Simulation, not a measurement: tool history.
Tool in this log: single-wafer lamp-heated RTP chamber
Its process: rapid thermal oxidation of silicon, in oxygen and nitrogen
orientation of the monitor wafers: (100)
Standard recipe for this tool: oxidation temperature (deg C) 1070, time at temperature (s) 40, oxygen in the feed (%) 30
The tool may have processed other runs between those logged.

run    hour  oxidation temperature (deg C)  time at temperature (s)  oxygen in the feed (%)  wafers since the last listed run  wafers since the last pyrometer calibration  hours since the oxygen flow controller was replaced  hours since the gauge calibration  read-back reference wafer on the same gauge, thickness  oxide thickness on the monitor wafer (nm)
  1     0.0                           1070                       40                      30                                 0                                         1598                                               3890.1                              949.1                                                   4.481                                      5.351
  2    46.6                           1070                       40                      30                               561                                         2159                                               3936.7                              995.7                                                   4.479                                      5.362
  3   113.7                           1070                       40                      53                               809                                         2969                                               4003.8                             1062.8                                                   4.481                                      6.508
  4   163.7                           1058                       55                      30                               602                                         3571                                               4053.8                             1112.8                                                   4.482                                      5.671
  5   203.3                           1058                       55                      30                               477                                         4049                                               4093.4                             1152.4                                                   4.478                                      5.681
  6   238.5                           1070                       40                      30                               424                                         4473                                               4128.6                             1187.6                                                   4.480                                      5.369
  7   300.5                           1070                       40                      30                               747                                         5221                                               4190.6                             1249.6                                                   4.482                                      5.372
  8   361.3                           1070                       40                      30                               733                                         5954                                               4251.4                             1310.4                                                   4.480                                      5.374
  9   395.1                           1086                       40                      50                               407                                         6361                                               4285.2                             1344.2                                                   4.480                                      7.126
 10   450.6                           1086                       40                      50                               669                                         7031                                               4340.7                             1399.7                                                   4.479                                      7.110
      468.4  -- pyrometer window cleaned and pyrometer calibrated
 11   491.4                           1085                       40                      30                               395                                          277                                               4381.5                             1440.5                                                   4.480                                      5.869
      521.8  -- oxygen flow controller replaced
 12   529.1                           1085                       40                      30                               358                                          635                                                  7.3                             1478.2                                                   4.484                                      5.818
 13   566.9                           1085                       40                      30                               455                                         1091                                                 45.1                             1516.0                                                   4.480                                      5.816
 14   593.9                           1070                       49                      50                               325                                         1416                                                 72.1                             1543.0                                                   4.477                                      6.908
 15   624.0                           1070                       40                      30                               362                                         1779                                                102.2                             1573.1                                                   4.477                                      5.295
 16   649.7                           1070                       40                      30                               309                                         2089                                                127.9                             1598.8                                                   4.480                                      5.311
      662.7  -- gauge calibrated
 17   720.9                           1083                       40                      30                               858                                         2948                                                199.1                               58.2                                                   4.478                                      5.768
 18   781.4                           1083                       40                      30                               729                                         3677                                                259.6                              118.7                                                   4.480                                      5.765
 19   823.1                           1083                       40                      30                               502                                         4180                                                301.3                              160.4                                                   4.479                                      5.780
 20   882.6                           1043                       27                      17                               717                                         4897                                                360.8                              219.9                                                   4.481                                      3.266
 21   924.0                           1095                       40                      17                               499                                         5397                                                402.2                              261.3                                                   4.480                                      5.120
 22   975.3                           1089                       59                      30                               618                                         6015                                                453.5                              312.6                                                   4.479                                      7.143
     1014.2  -- pyrometer window cleaned and pyrometer calibrated
 23  1033.0                           1055                       51                      17                               599                                          226                                                511.2                              370.3                                                   4.476                                      4.429
 24  1100.7                           1070                       40                      30                               816                                         1042                                                578.9                              438.0                                                   4.481                                      5.307
 25  1138.5                           1092                       40                      57                               455                                         1498                                                616.7                              475.8                                                   4.478                                      7.630
 26  1207.3                           1070                       59                      17                               829                                         2327                                                685.5                              544.6                                                   4.480                                      5.178
 27  1241.0                           1070                       40                      30                               406                                         2734                                                719.2                              578.3                                                   4.482                                      5.310
 28  1297.4                           1091                       32                      17                               680                                         3414                                                775.6                              634.7                                                   4.478                                      4.566
 29  1325.3                           1043                       54                      17                               336                                         3750                                                803.5                              662.6                                                   4.481                                      4.218
 30  1355.4                           1070                       40                      30                               362                                         4113                                                833.6                              692.7                                                   4.480                                      5.330
 31  1382.2                           1099                       23                      17                               323                                         4436                                                860.4                              719.5                                                   4.480                                      4.211
 32  1432.4                           1052                       29                      30                               605                                         5041                                                910.6                              769.7                                                   4.479                                      4.165
 33  1498.8                           1070                       26                      41                               800                                         5842                                                977.0                              836.1                                                   4.480                                      4.954
 34  1566.0                           1055                       51                      17                               810                                         6652                                               1044.2                              903.3                                                   4.476                                      4.453
     1586.3  -- pyrometer window cleaned and pyrometer calibrated
 35  1594.9                           1047                       22                      49                               251                                          103                                               1073.1                              932.2                                                   4.477                                      4.216
 36  1648.3                           1070                       59                      42                               643                                          747                                               1126.5                              985.6                                                   4.483                                      7.077
 37  1678.9                           1041                       58                      17                               368                                         1116                                               1157.1                             1016.2                                                   4.479                                      4.294
 38  1710.4                           1070                       26                      21                               379                                         1496                                               1188.6                             1047.7                                                   4.483                                      3.976

How would selected steps in oxide thickness on the monitor wafer (nm) from run to run divide? Give the signed amount a tool lacking its hidden state would still show from settings, what came in and random variation, and the signed amount left for the hidden state, including any gauge scatter that is not in both of the compared results.
The hidden state here: true wafer temperature minus pyrometer reading, K; deviation of the oxygen flow from its setpoint, %; gauge reads high (%).
Run 10 -> 11: oxidation temperature (deg C) 1086 -> 1085, oxygen in the feed (%) 50 -> 30, pyrometer window cleaned and pyrometer calibrated. oxide thickness on the monitor wafer (nm) -1.241: hidden state -0.047, all else -1.194.
Run 11 -> 12: oxygen flow controller replaced. oxide thickness on the monitor wafer (nm) -0.051: hidden state -0.068, all else +0.017.
Run 22 -> 23: oxidation temperature (deg C) 1089 -> 1055, time at temperature (s) 59 -> 51, oxygen in the feed (%) 30 -> 17, pyrometer window cleaned and pyrometer calibrated. oxide thickness on the monitor wafer (nm) -2.714: hidden state -0.057, all else -2.657.
Run 35 -> 36: oxidation temperature (deg C) 1047 -> 1070, time at temperature (s) 22 -> 59, oxygen in the feed (%) 49 -> 42. oxide thickness on the monitor wafer (nm) +2.861: hidden state +0.029, all else +2.832.
Run 36 -> 37: oxidation temperature (deg C) 1070 -> 1041, time at temperature (s) 59 -> 58, oxygen in the feed (%) 42 -> 17. oxide thickness on the monitor wafer (nm) -2.783: hidden state -0.011, all else -2.772.
